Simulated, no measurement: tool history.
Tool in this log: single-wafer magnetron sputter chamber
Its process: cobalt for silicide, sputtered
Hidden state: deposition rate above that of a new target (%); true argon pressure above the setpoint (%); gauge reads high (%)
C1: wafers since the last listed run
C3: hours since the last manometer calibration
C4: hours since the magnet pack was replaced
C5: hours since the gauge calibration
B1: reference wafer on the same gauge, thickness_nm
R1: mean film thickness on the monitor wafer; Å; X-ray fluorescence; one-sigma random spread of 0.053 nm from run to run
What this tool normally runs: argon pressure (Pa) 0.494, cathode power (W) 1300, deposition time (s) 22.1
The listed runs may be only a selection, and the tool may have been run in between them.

run 1 hour=0.0 | argon_pressure_(Pa)=0.494 cathode_power_(W)=1300 deposition_time_(s)=22.1 | C1=0 wafers_on_the_sputter_target=7484 C3=1725.8 C4=8418.9 C5=1424.7 | B1=13.902 | R1=143.18
run 2 hour=40.1 | argon_pressure_(Pa)=0.494 cathode_power_(W)=1300 deposition_time_(s)=22.1 | C1=1560 wafers_on_the_sputter_target=9044 C3=1765.9 C4=8459.0 C5=1464.8 | B1=13.896 | R1=143.16
run 3 hour=119.1 | argon_pressure_(Pa)=0.494 cathode_power_(W)=1300 deposition_time_(s)=22.1 | C1=3074 wafers_on_the_sputter_target=12119 C3=1844.9 C4=8538.0 C5=1543.8 | B1=13.894 | R1=143.34
run 4 hour=166.2 | argon_pressure_(Pa)=0.494 cathode_power_(W)=1500 deposition_time_(s)=22.1 | C1=1833 wafers_on_the_sputter_target=13953 C3=1892.0 C4=8585.1 C5=1590.9 | B1=13.910 | R1=164.54
run 5 hour=249.1 | argon_pressure_(Pa)=0.494 cathode_power_(W)=1500 deposition_time_(s)=22.1 | C1=3226 wafers_on_the_sputter_target=17179 C3=1974.9 C4=8668.0 C5=1673.8 | B1=13.903 | R1=165.73
run 6 hour=291.4 | argon_pressure_(Pa)=0.494 cathode_power_(W)=1500 deposition_time_(s)=22.1 | C1=1646 wafers_on_the_sputter_target=18826 C3=2017.2 C4=8710.3 C5=1716.1 | B1=13.892 | R1=164.39
-- hour=334.1 sputter target and shields replaced
run 7 hour=334.6 | argon_pressure_(Pa)=0.494 cathode_power_(W)=1200 deposition_time_(s)=22.1 | C1=1370 wafers_on_the_sputter_target=19 C3=2060.4 C4=8753.5 C5=1759.3 | B1=13.905 | R1=131.39
run 8 hour=385.5 | argon_pressure_(Pa)=0.494 cathode_power_(W)=1200 deposition_time_(s)=22.1 | C1=1981 wafers_on_the_sputter_target=2000 C3=2111.3 C4=8804.4 C5=1810.2 | B1=13.881 | R1=132.01
run 9 hour=434.3 | argon_pressure_(Pa)=0.494 cathode_power_(W)=1200 deposition_time_(s)=22.1 | C1=1899 wafers_on_the_sputter_target=3899 C3=2160.1 C4=8853.2 C5=1859.0 | B1=13.903 | R1=132.00
run 10 hour=754.7 | argon_pressure_(Pa)=0.494 cathode_power_(W)=1300 deposition_time_(s)=24.0 | C1=12471 wafers_on_the_sputter_target=16370 C3=2480.5 C4=9173.6 C5=2179.4 | B1=13.908 | R1=154.91
-- hour=779.5 sputter target and shields replaced
run 11 hour=792.9 | argon_pressure_(Pa)=0.494 cathode_power_(W)=1300 deposition_time_(s)=24.0 | C1=1175 wafers_on_the_sputter_target=520 C3=2518.7 C4=9211.8 C5=2217.6 | B1=13.901 | R1=155.33
run 12 hour=845.8 | argon_pressure_(Pa)=0.494 cathode_power_(W)=1300 deposition_time_(s)=24.0 | C1=2059 wafers_on_the_sputter_target=2579 C3=2571.6 C4=9264.7 C5=2270.5 | B1=13.905 | R1=155.84
run 13 hour=936.1 | argon_pressure_(Pa)=0.494 cathode_power_(W)=1300 deposition_time_(s)=19.4 | C1=3514 wafers_on_the_sputter_target=6094 C3=2661.9 C4=9355.0 C5=2360.8 | B1=13.899 | R1=125.23
run 14 hour=1010.6 | argon_pressure_(Pa)=0.494 cathode_power_(W)=1300 deposition_time_(s)=19.4 | C1=2899 wafers_on_the_sputter_target=8994 C3=2736.4 C4=9429.5 C5=2435.3 | B1=13.905 | R1=125.75
run 15 hour=1090.4 | argon_pressure_(Pa)=0.494 cathode_power_(W)=1300 deposition_time_(s)=19.4 | C1=3106 wafers_on_the_sputter_target=12100 C3=2816.2 C4=9509.3 C5=2515.1 | B1=13.880 | R1=124.89
run 16 hour=1174.0 | argon_pressure_(Pa)=0.494 cathode_power_(W)=1300 deposition_time_(s)=23.8 | C1=3253 wafers_on_the_sputter_target=15354 C3=2899.8 C4=9592.9 C5=2598.7 | B1=13.889 | R1=154.04
-- hour=1203.6 sputter target and shields replaced
-- hour=1237.2 gauge calibrated
run 17 hour=1249.8 | argon_pressure_(Pa)=0.494 cathode_power_(W)=1100 deposition_time_(s)=22.1 | C1=2639 wafers_on_the_sputter_target=1798 C3=2975.6 C4=9668.7 C5=12.6 | B1=13.887 | R1=121.14
run 18 hour=1305.7 | argon_pressure_(Pa)=0.622 cathode_power_(W)=1300 deposition_time_(s)=22.1 | C1=2175 wafers_on_the_sputter_target=3974 C3=3031.5 C4=9724.6 C5=68.5 | B1=13.897 | R1=139.71
-- hour=1408.4 magnet pack replaced
-- hour=1412.4 capacitance manometer re-zeroed and calibrated
run 19 hour=1412.9 | argon_pressure_(Pa)=0.313 cathode_power_(W)=1300 deposition_time_(s)=22.1 | C1=3705 wafers_on_the_sputter_target=7680 C3=0.5 C4=4.5 C5=175.7 | B1=13.912 | R1=149.79
run 20 hour=1492.8 | argon_pressure_(Pa)=0.494 cathode_power_(W)=1150 deposition_time_(s)=18.6 | C1=3109 wafers_on_the_sputter_target=10790 C3=80.4 C4=84.4 C5=255.6 | B1=13.906 | R1=106.51
run 21 hour=1539.2 | argon_pressure_(Pa)=0.494 cathode_power_(W)=1300 deposition_time_(s)=23.6 | C1=1806 wafers_on_the_sputter_target=12596 C3=126.8 C4=130.8 C5=302.0 | B1=13.899 | R1=152.15
run 22 hour=1611.0 | argon_pressure_(Pa)=0.494 cathode_power_(W)=1300 deposition_time_(s)=22.1 | C1=2794 wafers_on_the_sputter_target=15390 C3=198.6 C4=202.6 C5=373.8 | B1=13.901 | R1=143.18
run 23 hour=1676.9 | argon_pressure_(Pa)=0.494 cathode_power_(W)=1300 deposition_time_(s)=18.3 | C1=2565 wafers_on_the_sputter_target=17956 C3=264.5 C4=268.5 C5=439.7 | B1=13.900 | R1=117.48
-- hour=1713.8 sputter target and shields replaced
run 24 hour=1777.5 | argon_pressure_(Pa)=0.494 cathode_power_(W)=1200 deposition_time_(s)=24.4 | C1=3604 wafers_on_the_sputter_target=2481 C3=365.1 C4=369.1 C5=540.3 | B1=13.911 | R1=145.82
run 25 hour=1862.6 | argon_pressure_(Pa)=0.494 cathode_power_(W)=1300 deposition_time_(s)=22.1 | C1=3312 wafers_on_the_sputter_target=5793 C3=450.2 C4=454.2 C5=625.4 | B1=13.913 | R1=143.18
run 26 hour=1951.2 | argon_pressure_(Pa)=0.313 cathode_power_(W)=1300 deposition_time_(s)=22.1 | C1=3448 wafers_on_the_sputter_target=9242 C3=538.8 C4=542.8 C5=714.0 | B1=13.914 | R1=147.80
run 27 hour=2018.4 | argon_pressure_(Pa)=0.345 cathode_power_(W)=1600 deposition_time_(s)=19.4 | C1=2615 wafers_on_the_sputter_target=11857 C3=606.0 C4=610.0 C5=781.2 | B1=13.904 | R1=159.05
run 28 hour=2061.6 | argon_pressure_(Pa)=0.596 cathode_power_(W)=1550 deposition_time_(s)=20.5 | C1=1681 wafers_on_the_sputter_target=13539 C3=649.2 C4=653.2 C5=824.4 | B1=13.888 | R1=155.41
run 29 hour=2102.9 | argon_pressure_(Pa)=0.392 cathode_power_(W)=1150 deposition_time_(s)=25.6 | C1=1607 wafers_on_the_sputter_target=15146 C3=690.5 C4=694.5 C5=865.7 | B1=13.904 | R1=149.47
-- hour=2131.5 sputter target and shields replaced
run 30 hour=2180.7 | argon_pressure_(Pa)=0.494 cathode_power_(W)=1300 deposition_time_(s)=22.1 | C1=2716 wafers_on_the_sputter_target=1916 C3=768.3 C4=772.3 C5=943.5 | B1=13.893 | R1=142.43
run 31 hour=2269.8 | argon_pressure_(Pa)=0.681 cathode_power_(W)=1450 deposition_time_(s)=24.5 | C1=3468 wafers_on_the_sputter_target=5384 C3=857.4 C4=861.4 C5=1032.6 | B1=13.899 | R1=169.33
run 32 hour=2325.6 | argon_pressure_(Pa)=0.494 cathode_power_(W)=1300 deposition_time_(s)=22.1 | C1=2171 wafers_on_the_sputter_target=7556 C3=913.2 C4=917.2 C5=1088.4 | B1=13.898 | R1=143.30

Hidden condition of the tool, last listed run before each entry between runs versus first listed run after:
From run 6 to run 7: sputter target and shields replaced (hour 334.1)
  no difference in the tool's unlogged condition between these two runs
From run 10 to run 11: sputter target and shields replaced (hour 779.5)
  no difference in the tool's unlogged condition between these two runs
From run 16 to run 17: sputter target and shields replaced (hour 1203.6); gauge calibrated (hour 1237.2)
  no difference in the tool's unlogged condition between these two runs
From run 18 to run 19: magnet pack replaced (hour 1408.4); capacitance manometer re-zeroed and calibrated (hour 1412.4)
  no difference in the tool's unlogged condition between these two runs
From run 23 to run 24: sputter target and shields replaced (hour 1713.8)
  no difference in the tool's unlogged condition between these two runs
From run 29 to run 30: sputter target and shields replaced (hour 2131.5)
  no difference in the tool's unlogged condition between these two runs

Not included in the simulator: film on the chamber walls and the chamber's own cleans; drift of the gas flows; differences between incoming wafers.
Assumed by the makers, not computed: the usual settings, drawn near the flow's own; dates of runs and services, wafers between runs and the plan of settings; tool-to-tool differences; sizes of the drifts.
